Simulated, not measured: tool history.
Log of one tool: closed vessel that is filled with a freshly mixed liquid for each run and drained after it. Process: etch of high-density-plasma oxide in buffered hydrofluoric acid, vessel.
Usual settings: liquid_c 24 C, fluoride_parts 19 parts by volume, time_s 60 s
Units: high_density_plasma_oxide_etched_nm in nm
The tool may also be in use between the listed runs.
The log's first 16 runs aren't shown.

run	hour	liquid_c	fluoride_parts	time_s	read-back film thickness of the high-density-plasma oxide reference wafer, read on the same gauge (nm)	high_density_plasma_oxide_etched_nm
# hour 192.7: thermometer replaced
17	193.9	20.5	25	85	89.96	56.69
18	203.6	19.5	16	90	90.01	83.47
# hour 212.4: hydrofluoric acid flow meter replaced
19	215.8	24	14.5	60	90.03	78.22
20	232.7	24	19	60	89.99	59.96
21	248.1	24	19	40	90.01	40.5
22	254.5	20	26.5	75	90	47.26
23	272.4	24	23.5	60	90	51.22
# hour 279.3: thermometer replaced, repeated, since the last time left the tool worse
24	286.3	24	19	60	90.03	50.88
25	297.4	24	11.5	60	90.01	83.93
26	303.4	24	22	30	90	22.86
27	317.6	24	14.5	60	89.96	67.28
28	335.2	19.5	19	60	89.97	40.16
29	343.7	24	14.5	35	89.98	38.71
30	359.6	21	11.5	60	90.01	71.46
31	381.4	21.5	11.5	70	90	85.46

4 ways to go on from here, each from the tool as it stands after run 31. What would each give?
A	382.1	28	19	60	?	?
B	382.1	20	14.5	75	?	?
C	382.1	24	19	90	?	?
D	382.1	24	22.5	85	?	?

run	read-back film thickness of the high-density-plasma oxide reference wafer, read on the same gauge (nm)	high_density_plasma_oxide_etched_nm
A	89.95	63.26
B	89.95	66.69
C	89.95	76.49
D	89.95	63.33
Without the tool's hidden state the same runs would have given:
run	high_density_plasma_oxide_etched_nm
A	62.06
B	65.36
C	75
D	62.09

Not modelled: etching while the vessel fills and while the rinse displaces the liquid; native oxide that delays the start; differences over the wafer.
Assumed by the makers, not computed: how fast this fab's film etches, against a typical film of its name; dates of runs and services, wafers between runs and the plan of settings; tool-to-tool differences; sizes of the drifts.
